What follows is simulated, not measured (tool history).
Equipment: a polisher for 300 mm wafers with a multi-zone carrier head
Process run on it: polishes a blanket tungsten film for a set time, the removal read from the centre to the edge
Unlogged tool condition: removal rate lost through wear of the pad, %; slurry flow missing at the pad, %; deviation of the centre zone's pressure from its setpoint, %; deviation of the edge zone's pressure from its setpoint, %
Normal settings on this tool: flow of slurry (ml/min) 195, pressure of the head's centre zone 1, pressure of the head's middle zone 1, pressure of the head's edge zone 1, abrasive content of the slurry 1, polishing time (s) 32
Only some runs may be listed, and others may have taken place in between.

run,hour,flow of slurry (ml/min),pressure of the head's centre zone,pressure of the head's middle zone,pressure of the head's edge zone,abrasive content of the slurry,polishing time (s),wafers since the last listed run,wafers polished on this pad,hours since the slurry nozzle was cleaned,hours since the centre zone pressure was calibrated,hours since the edge zone pressure was calibrated,hours since the carrier head's membrane was replaced,"incoming thickness of the incoming film, nm",film removed at the wafer's centre (Å),film removed at mid-radius (Å),film removed at the wafer's edge (Å)
1,0,195,1,1,1,1,32,0,1684,257,217,250.3,42,852.4,1662,1620,1660
2,63.9,195,1,1,1,1,32,754,2438,320.9,280.9,314.2,105.9,839.6,1623,1609,1652
3,136.4,195,1,1,1,1,40,855,3293,393.4,353.4,386.7,178.4,852.9,1988,1972,2046
# hour 175.2: edge zone pressure recalibrated
4,205.9,195,1,1,1,1,40,796,4090,462.9,422.9,30.7,247.9,827.4,1884,1904,2025
# hour 220.6: worn pad replaced by a new one
# hour 269.7: slurry nozzle cleaned
5,284,195,1,1,1,1,32,862,735,14.3,501,108.8,326,840,1677,1641,1677
6,355.6,195,1,1,1,1,32,844,1580,85.9,572.6,180.4,397.6,843.6,1674,1633,1662
7,439.6,195,1,1,1,1,32,991,2572,169.9,656.6,264.4,481.6,832.4,1656,1648,1687
# hour 519: centre zone pressure recalibrated
8,591.4,195,0.95,1,1,1,38,1767,4339,321.7,72.4,416.2,633.4,848.9,1824,1889,1981
# hour 609: edge zone pressure recalibrated
# hour 622.6: worn pad replaced by a new one, of another model than before
9,686.9,195,0.95,1,1,1,38,1056,758,417.2,167.9,77.9,728.9,830.5,1662,1748,1867
# hour 804.8: slurry nozzle cleaned
# hour 878.1: carrier head's membrane replaced by a new one
10,992,195,1,1,1,0.85,32,3529,4288,187.2,473,383,113.9,856,1568,1558,1609
# hour 1015.7: worn pad replaced by a new one
# hour 1054.7: edge zone pressure recalibrated
11,1063.7,195,1,1.11,1,1,24,775,542,258.9,544.7,9,185.6,845.3,1234,1334,1251
12,1133.5,195,1,1,1,1,32,823,1366,328.7,614.5,78.8,255.4,856.1,1622,1575,1642
13,1216.6,165,1,1,1,1,29,980,2347,411.8,697.6,161.9,338.5,845.4,1272,1282,1395
14,1310.4,195,1,1,1.07,0.9,35,1106,3454,505.6,791.4,255.7,432.3,839.7,1434,1425,1649
# hour 1341.7: slurry nozzle cleaned
15,1400.3,195,1,1,1,1,32,1049,4503,58.6,881.3,345.6,522.2,839.8,1676,1651,1722
# hour 1418.7: worn pad replaced by a new one
# hour 1421.5: centre zone pressure recalibrated
# hour 1476.1: edge zone pressure recalibrated
16,1589.8,195,1,1,1.06,1,27,2141,1971,248.1,168.3,113.7,711.7,849.4,1381,1369,1454
# hour 1674.2: carrier head's membrane replaced by a new one
17,1697.6,265,1.09,0.88,1.06,1,32,1213,3184,355.9,276.1,221.5,23.4,842,1849,1512,1786
18,1773.7,195,1,1,1.06,0.7,32,898,4082,432,352.2,297.6,99.5,844.9,1343,1343,1453
# hour 1791: worn pad replaced by a new one
# hour 1815.6: slurry nozzle cleaned
# hour 1820.1: edge zone pressure recalibrated
19,1879.5,195,1,0.93,1,1,32,1165,1008,63.9,458,59.4,205.3,857.1,1688,1566,1723
20,1948.6,195,1,1,0.89,0.85,32,815,1824,133,527.1,128.5,274.4,829.4,1594,1560,1544

What differs in the tool's unlogged condition from the final listed run ahead of each entry between runs to the first listed run following it?
After run 3, before run 4: edge zone pressure recalibrated (hour 175.2)
  slurry flow missing at the pad, %: 24.3 -> 33.6
  measured value less the no-hidden-state value, film removed at the wafer's centre (Å): -124 -> -192; film removed at mid-radius (Å): -108 -> -171; film removed at the wafer's edge (Å): -81 -> -130
After run 4, before run 5: worn pad replaced by a new one (hour 220.6); slurry nozzle cleaned (hour 269.7)
  slurry flow missing at the pad, %: 33.6 -> 4.36
  measured value less the no-hidden-state value, film removed at the wafer's centre (Å): -192 -> -14; film removed at mid-radius (Å): -171 -> -12; film removed at the wafer's edge (Å): -130 -> -10
After run 7, before run 8: centre zone pressure recalibrated (hour 519)
  slurry flow missing at the pad, %: 8.84 -> 20.5
  measured value less the no-hidden-state value, film removed at the wafer's centre (Å): -30 -> -90; film removed at mid-radius (Å): -27 -> -83; film removed at the wafer's edge (Å): -20 -> -64
After run 8, before run 9: edge zone pressure recalibrated (hour 609); worn pad replaced by a new one, of another model than before (hour 622.6)
  slurry flow missing at the pad, %: 20.5 -> 31.6
  measured value less the no-hidden-state value, film removed at the wafer's centre (Å): -90 -> -239; film removed at mid-radius (Å): -83 -> -220; film removed at the wafer's edge (Å): -64 -> -164
After run 9, before run 10: slurry nozzle cleaned (hour 804.8); carrier head's membrane replaced by a new one (hour 878.1)
  slurry flow missing at the pad, %: 31.6 -> 6.63
  measured value less the no-hidden-state value, film removed at the wafer's centre (Å): -239 -> -28; film removed at mid-radius (Å): -220 -> -24; film removed at the wafer's edge (Å): -164 -> -19
After run 10, before run 11: worn pad replaced by a new one (hour 1015.7); edge zone pressure recalibrated (hour 1054.7)
  slurry flow missing at the pad, %: 6.63 -> 11.6
  measured value less the no-hidden-state value, film removed at the wafer's centre (Å): -28 -> -42; film removed at mid-radius (Å): -24 -> -39; film removed at the wafer's edge (Å): -19 -> -27
After run 14, before run 15: slurry nozzle cleaned (hour 1341.7)
  slurry flow missing at the pad, %: 41.2 -> 1.81
  measured value less the no-hidden-state value, film removed at the wafer's centre (Å): -376 -> -7; film removed at mid-radius (Å): -322 -> -7; film removed at the wafer's edge (Å): -250 -> -5
After run 15, before run 16: worn pad replaced by a new one (hour 1418.7); centre zone pressure recalibrated (hour 1421.5); edge zone pressure recalibrated (hour 1476.1)
  slurry flow missing at the pad, %: 1.81 -> 10.9
  measured value less the no-hidden-state value, film removed at the wafer's centre (Å): -7 -> -42; film removed at mid-radius (Å): -7 -> -38; film removed at the wafer's edge (Å): -5 -> -30
After run 16, before run 17: carrier head's membrane replaced by a new one (hour 1674.2)
  slurry flow missing at the pad, %: 10.9 -> 21.1
  measured value less the no-hidden-state value, film removed at the wafer's centre (Å): -42 -> -89; film removed at mid-radius (Å): -38 -> -65; film removed at the wafer's edge (Å): -30 -> -58
After run 18, before run 19: worn pad replaced by a new one (hour 1791); slurry nozzle cleaned (hour 1815.6); edge zone pressure recalibrated (hour 1820.1)
  slurry flow missing at the pad, %: 30.5 -> 1.03
  measured value less the no-hidden-state value, film removed at the wafer's centre (Å): -181 -> -4; film removed at mid-radius (Å): -158 -> -3; film removed at the wafer's edge (Å): -121 -> -3
